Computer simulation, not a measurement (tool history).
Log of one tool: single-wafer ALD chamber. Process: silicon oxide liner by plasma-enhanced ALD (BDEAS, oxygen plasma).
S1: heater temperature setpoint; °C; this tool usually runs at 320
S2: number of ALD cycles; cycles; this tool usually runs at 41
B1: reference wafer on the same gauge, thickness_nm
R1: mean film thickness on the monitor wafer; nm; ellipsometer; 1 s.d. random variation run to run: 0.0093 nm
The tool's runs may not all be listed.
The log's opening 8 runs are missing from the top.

Run 9, hour 324.3: usual settings; B1 3.863. Result: R1 3.759 nm.
Run 10, hour 391.6: usual settings; B1 3.873. Result: R1 3.75 nm.
At hour 410.5: gauge calibrated.
Run 11, hour 443.7: usual settings; B1 3.817. Result: R1 3.704 nm.
Run 12, hour 489.2: usual settings but S2 43 cycles; B1 3.822. Result: R1 3.885 nm.
At hour 514.8: thermocouple changed; heater temperature recalibrated.
Run 13, hour 518.5: usual settings; B1 3.82. Result: R1 3.689 nm.
Run 14, hour 548.8: usual settings; B1 3.819. Result: R1 3.709 nm.
Run 15, hour 581.8: usual settings; B1 3.819. Result: R1 3.703 nm.
Run 16, hour 618.4: usual settings but S1 330 °C, S2 47 cycles; B1 3.821. Result: R1 4.181 nm.
Run 17, hour 657.7: usual settings; B1 3.82. Result: R1 3.717 nm.
Run 18, hour 712.2: usual settings but S1 312 °C, S2 45 cycles; B1 3.822. Result: R1 4.143 nm.
Run 19, hour 742.3: usual settings but S1 309 °C; B1 3.821. Result: R1 3.77 nm.
Run 20, hour 768.1: usual settings but S1 310 °C, S2 35 cycles; B1 3.825. Result: R1 3.197 nm.
Run 21, hour 815: usual settings; B1 3.823. Result: R1 3.708 nm.
Run 22, hour 879.1: usual settings but S1 316 °C, S2 49 cycles; B1 3.823. Result: R1 4.457 nm.
Run 23, hour 915.2: usual settings; B1 3.824. Result: R1 3.711 nm.
Run 24, hour 975.3: usual settings but S1 316 °C, S2 47 cycles; B1 3.828. Result: R1 4.283 nm.
Run 25, hour 1028.4: usual settings; B1 3.83. Result: R1 3.726 nm.
Run 26, hour 1054.9: usual settings but S2 33 cycles; B1 3.83. Result: R1 3.012 nm.
Run 27, hour 1082: usual settings but S1 335 °C, S2 45 cycles; B1 3.833. Result: R1 3.998 nm.
Run 28, hour 1141.7: usual settings but S1 307 °C, S2 46 cycles; B1 3.83. Result: R1 4.257 nm.
Run 29, hour 1165.8: usual settings but S2 39 cycles; B1 3.834. Result: R1 3.535 nm.
Run 30, hour 1221: usual settings; B1 3.838. Result: R1 3.718 nm.
Run 31, hour 1282.1: usual settings but S1 329 °C, S2 38 cycles; B1 3.838. Result: R1 3.41 nm.

Branching from run 31: 5 alternative next runs. What would each branch give?
Run A, hour 1282.6: usual settings; B1 ?. Result: R1 ?.
Run B, hour 1282.6: usual settings but S1 311 °C, S2 37 cycles; B1 ?. Result: R1 ?.
Run C, hour 1282.6: usual settings but S1 334 °C; B1 ?. Result: R1 ?.
Run D, hour 1282.6: usual settings but S1 329 °C, S2 48 cycles; B1 ?. Result: R1 ?.
Run E, hour 1282.6: usual settings but S1 332 °C; B1 ?. Result: R1 ?.

run     B1     R1
  A  3.839  3.714
  B  3.839  3.396
  C  3.839   3.64
  D  3.839  4.292
  E  3.839   3.65
Without the tool's unlogged condition, the same runs would have read:
run     R1
  A  3.695
  B  3.378
  C  3.621
  D   4.27
  E  3.631
